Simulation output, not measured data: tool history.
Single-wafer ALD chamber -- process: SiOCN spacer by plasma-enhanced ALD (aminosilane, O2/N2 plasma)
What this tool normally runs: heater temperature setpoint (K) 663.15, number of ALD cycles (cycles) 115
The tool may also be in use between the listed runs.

run,day,heater temperature setpoint (K),number of ALD cycles (cycles),wafers since the last listed run,hours since the last thermocouple change,hours since the gauge calibration,"read-back reference wafer on the same gauge, thickness_nm",mean film thickness on the monitor wafer (nm)
1,0.000,663.15,115,0,1138.3,360.2,6.938,7.176
2,0.592,663.15,115,47,1152.5,374.4,6.955,7.130
3,1.446,663.15,115,68,1173.0,394.9,6.952,7.141
# day 2.042: gauge calibrated
4,2.225,663.15,115,62,1191.7,4.4,6.813,7.029
5,3.558,663.15,115,106,1223.7,36.4,6.837,7.001
6,4.604,663.15,115,83,1248.8,61.5,6.831,7.057
7,5.346,663.15,124,59,1266.6,79.3,6.840,7.616
8,5.921,663.15,124,45,1280.4,93.1,6.843,7.610
9,7.362,671.15,115,115,1315.0,127.7,6.858,7.056
10,7.938,663.15,115,45,1328.8,141.5,6.849,7.103
11,8.679,663.15,115,59,1346.6,159.3,6.864,7.108
12,9.354,663.15,115,53,1362.8,175.5,6.875,7.083
13,10.796,663.15,131,115,1397.4,210.1,6.884,8.075
14,11.912,650.15,99,89,1424.2,236.9,6.875,6.091
# day 12.383: thermocouple changed; heater temperature recalibrated
15,16.167,654.15,95,313,90.8,339.0,6.906,5.919
16,16.967,663.15,115,63,110.0,358.2,6.920,7.136
17,17.746,676.15,99,62,128.7,376.9,6.928,6.107
# day 18.717: gauge calibrated
18,18.950,658.15,115,96,157.6,5.6,6.825,7.091
19,19.858,663.15,115,72,179.4,27.4,6.828,7.038
20,20.854,672.15,102,79,203.3,51.3,6.841,6.240
21,21.696,650.15,99,67,223.5,71.5,6.839,6.082
22,23.092,650.15,123,111,257.0,105.0,6.848,7.552
23,23.617,663.15,115,41,269.6,117.6,6.845,7.119
24,24.738,663.15,115,89,296.5,144.5,6.847,7.065
25,25.429,670.15,101,55,313.1,161.1,6.865,6.235
26,26.638,673.15,115,96,342.1,190.1,6.884,7.100
27,27.200,663.15,115,44,355.6,203.6,6.879,7.050

A few steps of mean film thickness on the monitor wafer (nm) between consecutive runs. Split each: what settings, incoming material and random variation would produce without the hidden state, and what is left over for the hidden state, along with gauge scatter present in only one of the two compared results (measured, and without hidden state):
The tool's hidden condition here consists of: wafer temperature above the value expected at the setpoint (K); gauge reads high (%).
Run 3 -> 4: gauge calibrated. mean film thickness on the monitor wafer (nm) -0.112: hidden state -0.128, all else +0.016.
Run 13 -> 14: heater temperature setpoint (K) 663.15 -> 650.15, number of ALD cycles (cycles) 131 -> 99. mean film thickness on the monitor wafer (nm) -1.984: hidden state -0.009, all else -1.975.
Run 17 -> 18: heater temperature setpoint (K) 676.15 -> 658.15, number of ALD cycles (cycles) 99 -> 115, gauge calibrated. mean film thickness on the monitor wafer (nm) +0.984: hidden state -0.086, all else +1.070.
Run 21 -> 22: number of ALD cycles (cycles) 99 -> 123. mean film thickness on the monitor wafer (nm) +1.470: hidden state +0.015, all else +1.455.
